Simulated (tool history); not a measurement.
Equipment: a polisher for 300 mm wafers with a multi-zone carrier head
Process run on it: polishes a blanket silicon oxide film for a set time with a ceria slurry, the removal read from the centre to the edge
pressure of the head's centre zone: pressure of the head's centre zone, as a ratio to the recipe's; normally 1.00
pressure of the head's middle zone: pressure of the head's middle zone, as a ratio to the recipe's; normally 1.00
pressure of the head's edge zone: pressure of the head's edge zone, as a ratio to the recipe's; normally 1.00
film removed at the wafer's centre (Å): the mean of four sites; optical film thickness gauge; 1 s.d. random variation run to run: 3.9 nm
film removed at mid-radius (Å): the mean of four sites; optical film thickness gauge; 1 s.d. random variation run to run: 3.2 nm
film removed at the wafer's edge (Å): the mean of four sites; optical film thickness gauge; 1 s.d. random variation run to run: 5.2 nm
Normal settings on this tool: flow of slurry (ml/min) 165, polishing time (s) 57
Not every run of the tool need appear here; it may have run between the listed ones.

run	hour	flow of slurry (ml/min)	pressure of the head's centre zone	pressure of the head's middle zone	pressure of the head's edge zone	polishing time (s)	wafers since the last listed run	wafers polished on this pad	hours since the slurry nozzle was cleaned	hours since the centre zone pressure was calibrated	hours since the edge zone pressure was calibrated	hours since the carrier head's membrane was replaced	incoming thickness of the incoming film, nm	film removed at the wafer's centre (Å)	film removed at mid-radius (Å)	film removed at the wafer's edge (Å)
1	0.0	165	1.00	1.00	1.00	57	0	640	672.5	77.3	46.4	26.8	877.9	3354	3376	3432
2	12.0	165	1.09	1.00	1.00	37	99	739	684.5	89.3	58.4	38.8	883.0	2330	2162	2308
3	23.1	135	1.00	1.00	1.00	57	91	831	695.6	100.4	69.5	49.9	891.8	3108	3081	3295
4	37.9	165	1.00	1.09	0.89	42	122	953	710.4	115.2	84.3	64.7	882.3	2440	2671	2419
5	47.5	130	1.00	1.00	1.00	47	79	1033	720.0	124.8	93.9	74.3	896.1	2422	2486	2657
# hour 56.2: worn pad replaced by a new one
6	57.0	120	0.92	1.00	1.00	42	45	6	729.5	134.3	103.4	83.8	900.5	1924	2130	2379
7	63.2	165	1.00	1.00	1.00	57	51	57	735.7	140.5	109.6	90.0	881.8	3295	3264	3558
# hour 67.0: slurry nozzle cleaned
8	78.6	165	1.00	1.00	1.00	57	119	176	11.6	155.9	125.0	105.4	888.7	3873	3748	3882
9	86.3	165	1.00	1.00	1.00	57	63	240	19.3	163.6	132.7	113.1	894.0	3853	3813	3717
10	104.2	165	1.00	0.93	1.00	46	148	388	37.2	181.5	150.6	131.0	883.1	3045	2861	3047
11	116.6	180	1.03	1.04	1.00	41	102	491	49.6	193.9	163.0	143.4	890.8	2880	2801	2758
12	126.8	135	0.91	1.00	1.00	45	84	575	59.8	204.1	173.2	153.6	887.9	2684	2823	2911
13	137.1	135	1.09	1.00	1.00	57	85	660	70.1	214.4	183.5	163.9	909.5	3984	3553	3670
14	149.8	165	1.00	1.00	1.00	57	105	765	82.8	227.1	196.2	176.6	897.1	3804	3759	3795
15	156.0	130	1.00	1.00	1.00	47	51	816	89.0	233.3	202.4	182.8	893.0	2945	2905	3055
# hour 182.9: worn pad replaced by a new one
16	190.3	115	1.00	1.00	1.10	57	250	61	123.3	267.6	236.7	217.1	885.4	3487	3387	3707
17	203.6	135	1.00	0.89	1.11	57	109	171	136.6	280.9	250.0	230.4	893.8	3676	3223	3815
18	215.3	205	0.91	1.00	0.96	57	96	267	148.3	292.6	261.7	242.1	882.3	3615	3899	3831
19	221.5	210	1.00	1.06	0.95	57	51	319	154.5	298.8	267.9	248.3	885.8	4016	4095	3783
20	229.1	165	0.90	0.93	1.00	57	62	382	162.1	306.4	275.5	255.9	901.2	3515	3477	3851
21	237.0	125	1.04	1.00	1.06	42	65	447	170.0	314.3	283.4	263.8	889.6	2722	2544	2664
22	250.0	205	1.00	0.92	1.11	57	107	554	183.0	327.3	296.4	276.8	896.0	3965	3604	4070
23	259.9	105	0.90	1.04	0.96	57	81	636	192.9	337.2	306.3	286.7	895.8	2963	3335	3342
24	270.1	165	1.00	1.00	1.00	57	84	721	203.1	347.4	316.5	296.9	895.9	3840	3698	3771

3 ways to go on from here, each from the tool as it stands after run 24. What would each give?
A	270.5	165	1.00	1.00	1.00	69	3	724	203.5	347.8	316.9	297.3	894.9	?	?	?
B	270.5	165	1.00	1.00	1.09	69	3	724	203.5	347.8	316.9	297.3	894.9	?	?	?
C	270.5	120	1.00	1.00	1.04	75	3	724	203.5	347.8	316.9	297.3	894.9	?	?	?

run	film removed at the wafer's centre (Å)	film removed at mid-radius (Å)	film removed at the wafer's edge (Å)
A	4621	4420	4549
B	4621	4419	4747
C	4562	4414	4752
Take away the tool's hidden state, keep each run's random variation, and the runs would have read:
run	film removed at the wafer's centre (Å)	film removed at mid-radius (Å)	film removed at the wafer's edge (Å)
A	4602	4534	4633
B	4602	4533	4835
C	4599	4575	4869
